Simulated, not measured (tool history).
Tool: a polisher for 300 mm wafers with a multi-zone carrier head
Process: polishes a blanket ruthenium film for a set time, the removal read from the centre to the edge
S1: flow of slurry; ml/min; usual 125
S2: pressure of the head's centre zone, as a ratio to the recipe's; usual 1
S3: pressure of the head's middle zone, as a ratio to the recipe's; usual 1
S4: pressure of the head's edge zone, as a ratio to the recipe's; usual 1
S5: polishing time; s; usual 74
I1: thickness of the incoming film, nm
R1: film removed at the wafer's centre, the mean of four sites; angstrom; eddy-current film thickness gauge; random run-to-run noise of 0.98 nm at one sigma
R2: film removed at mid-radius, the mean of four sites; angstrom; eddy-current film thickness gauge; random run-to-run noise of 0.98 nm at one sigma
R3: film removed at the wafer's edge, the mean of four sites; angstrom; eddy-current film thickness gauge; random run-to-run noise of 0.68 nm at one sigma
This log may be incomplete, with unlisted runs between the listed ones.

run 1 hour=0 | S1=125 S2=1 S3=1 S4=1 S5=74 | I1=555.8 | R1=761 R2=783 R3=736
run 2 hour=50.5 | S1=125 S2=1 S3=1 S4=1 S5=74 | I1=550.7 | R1=754 R2=768 R3=748
-- hour=89.9 centre zone pressure recalibrated
run 3 hour=97.3 | S1=125 S2=1 S3=1 S4=1 S5=74 | I1=553.3 | R1=745 R2=780 R3=730
-- hour=130 worn pad replaced by a new one
run 4 hour=151.8 | S1=125 S2=1 S3=1 S4=1 S5=74 | I1=555.9 | R1=814 R2=848 R3=801
run 5 hour=200.6 | S1=125 S2=1 S3=1 S4=1 S5=74 | I1=548.4 | R1=773 R2=831 R3=782
-- hour=223.6 slurry nozzle cleaned
-- hour=418.3 worn pad replaced by a new one
run 6 hour=476.4 | S1=125 S2=1 S3=1 S4=1 S5=74 | I1=557 | R1=793 R2=830 R3=779
run 7 hour=516.3 | S1=125 S2=1 S3=1 S4=1 S5=74 | I1=549.7 | R1=785 R2=801 R3=752
run 8 hour=569.9 | S1=125 S2=1 S3=1 S4=1 S5=74 | I1=543.3 | R1=755 R2=792 R3=746
-- hour=613 edge zone pressure recalibrated
run 9 hour=638.8 | S1=125 S2=1 S3=1 S4=1 S5=74 | I1=548 | R1=749 R2=788 R3=742
-- hour=697.2 worn pad replaced by a new one
-- hour=731.7 carrier head's membrane replaced by a new one
run 10 hour=733.2 | S1=125 S2=1 S3=0.88 S4=1 S5=74 | I1=554.6 | R1=784 R2=746 R3=771
-- hour=739.5 centre zone pressure recalibrated
run 11 hour=802.2 | S1=125 S2=1.1 S3=0.89 S4=1 S5=49 | I1=551.4 | R1=558 R2=488 R3=501
-- hour=869.9 slurry nozzle cleaned
run 12 hour=898.6 | S1=125 S2=1 S3=1 S4=1 S5=56 | I1=550.1 | R1=563 R2=596 R3=565
-- hour=992.9 worn pad replaced by a new one
run 13 hour=1049.3 | S1=125 S2=0.94 S3=0.92 S4=0.93 S5=66 | I1=551.5 | R1=663 R2=671 R3=660
run 14 hour=1136.2 | S1=125 S2=0.96 S3=1 S4=0.91 S5=74 | I1=550.3 | R1=723 R2=782 R3=714
run 15 hour=1187.3 | S1=125 S2=1 S3=1 S4=1 S5=90 | I1=549 | R1=919 R2=955 R3=897
-- hour=1225.8 worn pad replaced by a new one
run 16 hour=1276.7 | S1=125 S2=1.09 S3=1.07 S4=1 S5=84 | I1=542.8 | R1=983 R2=1031 R3=882
run 17 hour=1339.5 | S1=125 S2=1 S3=1 S4=1 S5=74 | I1=542.4 | R1=768 R2=817 R3=750

Predict each of these 5 candidate next runs independently; none follows another, all start after run 17:
run A hour=1339.9 | S1=125 S2=1 S3=1 S4=1 S5=74 | I1=544.5 | R1=? R2=? R3=?
run B hour=1339.9 | S1=105 S2=0.89 S3=1 S4=1 S5=74 | I1=544.5 | R1=? R2=? R3=?
run C hour=1339.9 | S1=90 S2=1.04 S3=1 S4=0.94 S5=92 | I1=544.5 | R1=? R2=? R3=?
run D hour=1339.9 | S1=155 S2=1 S3=1.12 S4=1.08 S5=74 | I1=544.5 | R1=? R2=? R3=?
run E hour=1339.9 | S1=105 S2=1 S3=1 S4=1 S5=66 | I1=544.5 | R1=? R2=? R3=?

run=A R1=764 R2=797 R3=748
run=B R1=652 R2=769 R3=729
run=C R1=910 R2=921 R3=864
run=D R1=800 R2=912 R3=792
run=E R1=654 R2=685 R3=650
Without the tool's hidden state the same runs would have given:
run=A R1=820 R2=854 R3=801
run=B R1=699 R2=824 R3=782
run=C R1=976 R2=988 R3=926
run=D R1=857 R2=978 R3=849
run=E R1=701 R2=734 R3=697

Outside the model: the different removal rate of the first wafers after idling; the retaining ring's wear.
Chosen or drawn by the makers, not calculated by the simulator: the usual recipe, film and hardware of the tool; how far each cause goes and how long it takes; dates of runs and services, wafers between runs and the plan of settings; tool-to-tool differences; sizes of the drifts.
